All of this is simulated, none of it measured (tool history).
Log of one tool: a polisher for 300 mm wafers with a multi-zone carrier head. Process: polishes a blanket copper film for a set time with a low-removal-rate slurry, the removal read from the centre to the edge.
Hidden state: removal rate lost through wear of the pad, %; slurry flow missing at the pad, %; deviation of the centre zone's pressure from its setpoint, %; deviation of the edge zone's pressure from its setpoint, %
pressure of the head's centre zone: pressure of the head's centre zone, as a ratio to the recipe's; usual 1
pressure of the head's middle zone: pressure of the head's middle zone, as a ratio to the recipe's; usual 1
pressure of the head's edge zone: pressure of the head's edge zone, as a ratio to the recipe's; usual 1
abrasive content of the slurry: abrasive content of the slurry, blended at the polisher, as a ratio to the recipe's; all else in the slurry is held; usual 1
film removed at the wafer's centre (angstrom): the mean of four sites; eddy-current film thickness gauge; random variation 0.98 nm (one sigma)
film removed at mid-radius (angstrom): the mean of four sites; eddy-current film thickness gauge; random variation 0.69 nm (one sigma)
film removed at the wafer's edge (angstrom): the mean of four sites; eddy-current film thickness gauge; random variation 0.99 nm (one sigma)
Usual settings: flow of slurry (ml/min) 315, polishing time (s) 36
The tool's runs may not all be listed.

| run | hour | flow of slurry (ml/min) | pressure of the head's centre zone | pressure of the head's middle zone | pressure of the head's edge zone | abrasive content of the slurry | polishing time (s) | wafers since the last listed run | wafers polished on this pad | hours since the slurry nozzle was cleaned | hours since the centre zone pressure was calibrated | hours since the edge zone pressure was calibrated | hours since the carrier head's membrane was replaced | incoming thickness of the incoming film, nm | film removed at the wafer's centre (angstrom) | film removed at mid-radius (angstrom) | film removed at the wafer's edge (angstrom) |
|---|---|---|---|---|---|---|---|---|---|---|---|---|---|---|---|---|---|
| 1 | 0 | 315 | 1 | 1 | 1 | 1 | 36 | 0 | 363 | 233.2 | 853.8 | 41.5 | 1358.5 | 682.3 | 1142 | 1090 | 1145 |
|  | 82.6 | carrier head's membrane replaced by a new one |
|  | 111.8 | slurry nozzle cleaned |
| 2 | 163.5 | 290 | 1 | 1 | 1 | 1 | 36 | 1465 | 1829 | 51.7 | 1017.3 | 205 | 80.9 | 677.6 | 1155 | 1086 | 1135 |
| 3 | 187.8 | 315 | 1 | 1 | 1 | 1 | 36 | 226 | 2055 | 76 | 1041.6 | 229.3 | 105.2 | 679.6 | 1153 | 1111 | 1160 |
|  | 260.8 | worn pad replaced by a new one |
| 4 | 261.3 | 315 | 1 | 1 | 1 | 1 | 36 | 646 | 4 | 149.5 | 1115.1 | 302.8 | 178.7 | 683 | 1169 | 1096 | 1168 |
|  | 278.8 | centre zone pressure recalibrated |
| 5 | 285.2 | 315 | 1 | 1 | 1 | 1 | 36 | 203 | 208 | 173.4 | 6.4 | 326.7 | 202.6 | 681.1 | 1120 | 1094 | 1138 |
| 6 | 312 | 250 | 1 | 1.08 | 1 | 1.25 | 36 | 249 | 457 | 200.2 | 33.2 | 353.5 | 229.4 | 680.8 | 1113 | 1166 | 1186 |
| 7 | 349.3 | 315 | 1 | 1 | 1.1 | 1 | 36 | 347 | 804 | 237.5 | 70.5 | 390.8 | 266.7 | 691.2 | 1101 | 1076 | 1190 |
| 8 | 379.3 | 285 | 0.96 | 1 | 1 | 1 | 36 | 279 | 1083 | 267.5 | 100.5 | 420.8 | 296.7 | 681.7 | 1039 | 1085 | 1129 |
| 9 | 440 | 315 | 1 | 1 | 0.96 | 1 | 36 | 564 | 1648 | 328.2 | 161.2 | 481.5 | 357.4 | 692 | 1095 | 1092 | 1146 |
|  | 472.7 | slurry nozzle cleaned |
| 10 | 500.8 | 315 | 1 | 1 | 1 | 1.2 | 44 | 556 | 2204 | 28.1 | 222 | 542.3 | 418.2 | 674.5 | 1402 | 1379 | 1442 |
| 11 | 567.7 | 315 | 1.06 | 1 | 1 | 1.3 | 36 | 622 | 2827 | 95 | 288.9 | 609.2 | 485.1 | 678.4 | 1232 | 1147 | 1215 |
| 12 | 607.6 | 315 | 1 | 1 | 1.09 | 1 | 27 | 371 | 3198 | 134.9 | 328.8 | 649.1 | 525 | 667.1 | 843 | 823 | 900 |
|  | 645.7 | worn pad replaced by a new one |
| 13 | 646.2 | 315 | 1 | 1 | 1 | 1 | 36 | 321 | 4 | 173.5 | 367.4 | 687.7 | 563.6 | 685.2 | 1116 | 1099 | 1135 |
|  | 671.7 | edge zone pressure recalibrated |
| 14 | 709.8 | 315 | 1 | 1 | 1 | 1 | 45 | 573 | 578 | 237.1 | 431 | 38.1 | 627.2 | 669.4 | 1401 | 1367 | 1453 |
| 15 | 756.1 | 315 | 1 | 1 | 0.94 | 1 | 36 | 430 | 1008 | 283.4 | 477.3 | 84.4 | 673.5 | 680.6 | 1117 | 1097 | 1121 |
|  | 801.2 | slurry nozzle cleaned |
| 16 | 817.1 | 270 | 0.9 | 0.9 | 1 | 0.8 | 36 | 558 | 1567 | 15.9 | 538.3 | 145.4 | 734.5 | 680 | 943 | 965 | 1082 |

The next listed run, before its measurement:
| 17 | 846.9 | 315 | 1.04 | 1 | 1 | 1 | 36 | 277 | 1844 | 45.7 | 568.1 | 175.2 | 764.3 | 680.3 | ? | ? | ? |

{"run 17": {"film removed at the wafer's centre (angstrom)": 1169, "film removed at mid-radius (angstrom)": 1093, "film removed at the wafer's edge (angstrom)": 1129}}
Without the tool's hidden state the same run would have given film removed at the wafer's centre (angstrom) 1170, film removed at mid-radius (angstrom) 1093, film removed at the wafer's edge (angstrom) 1129.
